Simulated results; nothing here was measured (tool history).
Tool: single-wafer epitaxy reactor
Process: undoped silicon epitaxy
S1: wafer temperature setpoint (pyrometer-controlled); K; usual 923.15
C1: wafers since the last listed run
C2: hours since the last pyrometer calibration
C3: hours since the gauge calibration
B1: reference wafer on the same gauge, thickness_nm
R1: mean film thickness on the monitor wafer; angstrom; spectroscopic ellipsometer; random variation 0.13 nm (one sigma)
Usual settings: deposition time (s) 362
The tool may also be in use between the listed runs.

{"run": 1, "hour": 0.0, "S1": 923.15, "deposition time (s)": 362, "C1": 0, "C2": 2060.8, "C3": 716.6, "B1": 66.788, "R1": 597.27}
{"run": 2, "hour": 95.3, "S1": 923.15, "deposition time (s)": 362, "C1": 520, "C2": 2156.1, "C3": 811.9, "B1": 66.861, "R1": 594.01}
{"run": 3, "hour": 170.2, "S1": 923.15, "deposition time (s)": 362, "C1": 409, "C2": 2231.0, "C3": 886.8, "B1": 66.838, "R1": 593.99}
{"run": 4, "hour": 218.0, "S1": 923.15, "deposition time (s)": 362, "C1": 261, "C2": 2278.8, "C3": 934.6, "B1": 66.857, "R1": 594.51}
{"run": 5, "hour": 307.5, "S1": 918.15, "deposition time (s)": 336, "C1": 489, "C2": 2368.3, "C3": 1024.1, "B1": 66.848, "R1": 487.26}
{"run": 6, "hour": 373.3, "S1": 918.15, "deposition time (s)": 336, "C1": 359, "C2": 2434.1, "C3": 1089.9, "B1": 66.815, "R1": 484.73}
{"run": 7, "hour": 442.7, "S1": 918.15, "deposition time (s)": 336, "C1": 379, "C2": 2503.5, "C3": 1159.3, "B1": 66.724, "R1": 487.23}
{"run": 8, "hour": 524.5, "S1": 914.15, "deposition time (s)": 306, "C1": 447, "C2": 2585.3, "C3": 1241.1, "B1": 66.759, "R1": 399.8}
{"run": 9, "hour": 588.2, "S1": 914.15, "deposition time (s)": 306, "C1": 348, "C2": 2649.0, "C3": 1304.8, "B1": 66.768, "R1": 398.46}
{"hour": 634.0, "done": "gauge calibrated"}
{"run": 10, "hour": 677.4, "S1": 916.15, "deposition time (s)": 399, "C1": 487, "C2": 2738.2, "C3": 43.4, "B1": 66.779, "R1": 544.62}
{"run": 11, "hour": 729.5, "S1": 923.15, "deposition time (s)": 362, "C1": 284, "C2": 2790.3, "C3": 95.5, "B1": 66.816, "R1": 591.37}
{"run": 12, "hour": 796.0, "S1": 933.15, "deposition time (s)": 336, "C1": 363, "C2": 2856.8, "C3": 162.0, "B1": 66.763, "R1": 699.76}
{"run": 13, "hour": 888.6, "S1": 931.15, "deposition time (s)": 290, "C1": 506, "C2": 2949.4, "C3": 254.6, "B1": 66.808, "R1": 575.57}
{"run": 14, "hour": 934.7, "S1": 923.15, "deposition time (s)": 362, "C1": 251, "C2": 2995.5, "C3": 300.7, "B1": 66.762, "R1": 589.06}
{"run": 15, "hour": 1026.4, "S1": 931.15, "deposition time (s)": 416, "C1": 501, "C2": 3087.2, "C3": 392.4, "B1": 66.806, "R1": 821.11}
{"hour": 1086.0, "done": "pyrometer calibrated"}
{"run": 16, "hour": 1100.5, "S1": 909.15, "deposition time (s)": 394, "C1": 361, "C2": 14.5, "C3": 466.5, "B1": 66.738, "R1": 465.62}
{"run": 17, "hour": 1195.6, "S1": 923.15, "deposition time (s)": 339, "C1": 519, "C2": 109.6, "C3": 561.6, "B1": 66.864, "R1": 569.83}
{"run": 18, "hour": 1244.7, "S1": 936.15, "deposition time (s)": 362, "C1": 268, "C2": 158.7, "C3": 610.7, "B1": 66.78, "R1": 833.59}
{"run": 19, "hour": 1337.5, "S1": 914.15, "deposition time (s)": 294, "C1": 507, "C2": 251.5, "C3": 703.5, "B1": 66.808, "R1": 393.61}
{"run": 20, "hour": 1434.0, "S1": 912.15, "deposition time (s)": 308, "C1": 527, "C2": 348.0, "C3": 800.0, "B1": 66.818, "R1": 393.27}
{"run": 21, "hour": 1481.7, "S1": 923.15, "deposition time (s)": 362, "C1": 260, "C2": 395.7, "C3": 847.7, "B1": 66.849, "R1": 608.85}
{"run": 22, "hour": 1588.4, "S1": 923.15, "deposition time (s)": 362, "C1": 583, "C2": 502.4, "C3": 954.4, "B1": 66.738, "R1": 608.13}

Forecast each of these 5 alternatives for the next run:
{"run": "A", "hour": 1588.9, "S1": 923.15, "deposition time (s)": 362, "C1": 2, "C2": 502.9, "C3": 954.9, "B1": "?", "R1": "?"}
{"run": "B", "hour": 1588.9, "S1": 923.15, "deposition time (s)": 323, "C1": 2, "C2": 502.9, "C3": 954.9, "B1": "?", "R1": "?"}
{"run": "C", "hour": 1588.9, "S1": 931.15, "deposition time (s)": 328, "C1": 2, "C2": 502.9, "C3": 954.9, "B1": "?", "R1": "?"}
{"run": "D", "hour": 1588.9, "S1": 916.15, "deposition time (s)": 310, "C1": 2, "C2": 502.9, "C3": 954.9, "B1": "?", "R1": "?"}
{"run": "E", "hour": 1588.9, "S1": 936.15, "deposition time (s)": 335, "C1": 2, "C2": 502.9, "C3": 954.9, "B1": "?", "R1": "?"}

run=A B1=66.791 R1=606.68
run=B B1=66.791 R1=541.32
run=C B1=66.791 R1=669.29
run=D B1=66.791 R1=435.92
run=E B1=66.791 R1=771.57
Without the tool's hidden state the same runs would have given:
run=A R1=609.37
run=B R1=543.72
run=C R1=672.20
run=D R1=437.89
run=E R1=774.88
